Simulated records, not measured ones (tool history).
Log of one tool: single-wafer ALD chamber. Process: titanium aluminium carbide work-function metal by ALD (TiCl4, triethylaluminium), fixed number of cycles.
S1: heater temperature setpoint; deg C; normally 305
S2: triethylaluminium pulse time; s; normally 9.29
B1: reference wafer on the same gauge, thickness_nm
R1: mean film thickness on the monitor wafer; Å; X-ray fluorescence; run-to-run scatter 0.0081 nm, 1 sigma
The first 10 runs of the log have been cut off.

{"run": 11, "hour": 468.9, "S1": 317, "S2": 10.4, "B1": 2.123, "R1": 20.04}
{"run": 12, "hour": 513.4, "S1": 316, "S2": 9.29, "B1": 2.122, "R1": 19.81}
{"run": 13, "hour": 583.8, "S1": 305, "S2": 6.68, "B1": 2.117, "R1": 17.83}
{"run": 14, "hour": 648.0, "S1": 295, "S2": 11.16, "B1": 2.121, "R1": 18.56}
{"run": 15, "hour": 711.6, "S1": 317, "S2": 10.92, "B1": 2.119, "R1": 20.27}
{"run": 16, "hour": 764.4, "S1": 305, "S2": 9.29, "B1": 2.118, "R1": 19.05}
{"run": 17, "hour": 816.1, "S1": 305, "S2": 9.29, "B1": 2.12, "R1": 18.84}
{"run": 18, "hour": 876.2, "S1": 300, "S2": 5.96, "B1": 2.121, "R1": 16.7}
{"run": 19, "hour": 905.7, "S1": 305, "S2": 9.29, "B1": 2.117, "R1": 18.96}
{"run": 20, "hour": 953.9, "S1": 295, "S2": 7.12, "B1": 2.119, "R1": 17.33}
{"run": 21, "hour": 996.3, "S1": 295, "S2": 12.02, "B1": 2.12, "R1": 18.85}
{"run": 22, "hour": 1064.3, "S1": 291, "S2": 6.68, "B1": 2.12, "R1": 16.89}
{"run": 23, "hour": 1111.4, "S1": 293, "S2": 6.99, "B1": 2.123, "R1": 17.03}
{"run": 24, "hour": 1145.1, "S1": 291, "S2": 11.23, "B1": 2.121, "R1": 18.35}
{"run": 25, "hour": 1197.9, "S1": 305, "S2": 12.21, "B1": 2.117, "R1": 19.53}
{"hour": 1339.2, "done": "thermocouple changed; heater temperature recalibrated"}
{"run": 26, "hour": 1341.8, "S1": 300, "S2": 9.29, "B1": 2.12, "R1": 18.51}
{"run": 27, "hour": 1532.1, "S1": 319, "S2": 11.42, "B1": 2.119, "R1": 20.32}
{"run": 28, "hour": 1584.2, "S1": 305, "S2": 9.29, "B1": 2.119, "R1": 18.74}
{"run": 29, "hour": 1630.8, "S1": 290, "S2": 10.33, "B1": 2.118, "R1": 17.79}
{"run": 30, "hour": 1683.0, "S1": 305, "S2": 9.29, "B1": 2.116, "R1": 18.41}
{"hour": 1717.5, "done": "gauge calibrated"}
{"run": 31, "hour": 1749.7, "S1": 305, "S2": 9.29, "B1": 2.124, "R1": 18.49}
{"run": 32, "hour": 1775.1, "S1": 317, "S2": 10.92, "B1": 2.119, "R1": 19.81}

What will run 33 give?
{"run": 33, "hour": 1844.8, "S1": 315, "S2": 12.35, "B1": "?", "R1": "?"}

B1: 2.119
R1: 20 Å
Minus the tool's unlogged condition, the same run would have read R1 20.43 Å.

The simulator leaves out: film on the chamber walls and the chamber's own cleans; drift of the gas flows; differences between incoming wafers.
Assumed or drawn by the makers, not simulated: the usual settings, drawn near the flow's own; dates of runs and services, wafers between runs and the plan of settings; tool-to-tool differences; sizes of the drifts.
